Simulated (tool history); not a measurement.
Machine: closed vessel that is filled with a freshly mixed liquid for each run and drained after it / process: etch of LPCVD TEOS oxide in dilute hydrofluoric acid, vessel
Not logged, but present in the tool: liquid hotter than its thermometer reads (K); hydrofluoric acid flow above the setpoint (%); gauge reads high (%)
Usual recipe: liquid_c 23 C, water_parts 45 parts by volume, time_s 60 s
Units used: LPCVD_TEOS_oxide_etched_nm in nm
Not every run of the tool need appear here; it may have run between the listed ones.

| run | hour | liquid_c | water_parts | time_s | wafers since the last listed run | hours since the thermometer was replaced | hours since the hydrofluoric acid flow meter was replaced | hours since the gauge calibration | read-back film thickness of the LPCVD TEOS oxide reference wafer, read on the same gauge (nm) | LPCVD_TEOS_oxide_etched_nm |
|---|---|---|---|---|---|---|---|---|---|---|
| 1 | 0 | 19.5 | 50 | 60 | 0 | 950.7 | 223.4 | 181.8 | 109.99 | 65.72 |
| 2 | 96.4 | 19.5 | 50 | 60 | 9398 | 1047.1 | 319.8 | 278.2 | 109.98 | 65.92 |
| 3 | 207.1 | 19.5 | 50 | 60 | 10792 | 1157.8 | 430.5 | 388.9 | 110 | 66.83 |
| 4 | 306.7 | 23 | 45 | 60 | 9710 | 1257.4 | 530.1 | 488.5 | 110.01 | 86.45 |
| 5 | 404.2 | 21 | 45 | 60 | 9506 | 1354.9 | 627.6 | 586 | 109.98 | 79.78 |
| 6 | 490 | 21 | 45 | 60 | 8365 | 1440.7 | 713.4 | 671.8 | 110.04 | 80.82 |
| 7 | 590.4 | 21 | 45 | 60 | 9788 | 1541.1 | 813.8 | 772.2 | 110.01 | 81.73 |
|  | 683.7 | hydrofluoric acid flow meter replaced |
|  | 687.6 | gauge calibrated |
| 8 | 688.3 | 23 | 45 | 70 | 9447 | 1639 | 4.6 | 0.7 | 110 | 103.11 |
| 9 | 769.8 | 18.5 | 45 | 85 | 7946 | 1720.5 | 86.1 | 82.2 | 109.97 | 104.5 |
| 10 | 863.6 | 23 | 35 | 45 | 9145 | 1814.3 | 179.9 | 176 | 110 | 88.39 |
| 11 | 955.1 | 23 | 55 | 60 | 8921 | 1905.8 | 271.4 | 267.5 | 109.98 | 71.67 |
|  | 975.5 | thermometer replaced |
| 12 | 1028.8 | 23 | 45 | 90 | 7088 | 53.3 | 345.1 | 341.2 | 110.01 | 121.76 |
| 13 | 1096.9 | 21 | 45 | 60 | 6639 | 121.4 | 413.2 | 409.3 | 109.96 | 75.55 |
| 14 | 1158.1 | 28 | 45 | 60 | 5966 | 182.6 | 474.4 | 470.5 | 110.01 | 101.11 |
| 15 | 1222.8 | 21.5 | 35 | 60 | 6308 | 247.3 | 539.1 | 535.2 | 109.97 | 100.34 |
| 16 | 1280.8 | 21 | 55 | 30 | 5654 | 305.3 | 597.1 | 593.2 | 110.03 | 30.6 |

Hidden condition of the tool, last listed run before each entry between runs versus first listed run after:
Between runs 7 and 8: hydrofluoric acid flow meter replaced (hour 683.7); gauge calibrated (hour 687.6)
  liquid hotter than its thermometer reads (K): 2.2 -> 2.32
  what was measured, less what the result would be without the hidden state, LPCVD_TEOS_oxide_etched_nm: +7.21 -> +9.41 nm
Between runs 11 and 12: thermometer replaced (hour 975.5)
  liquid hotter than its thermometer reads (K): 2.65 -> 0.296
  what was measured, less what the result would be without the hidden state, LPCVD_TEOS_oxide_etched_nm: +7.36 -> +1.51 nm
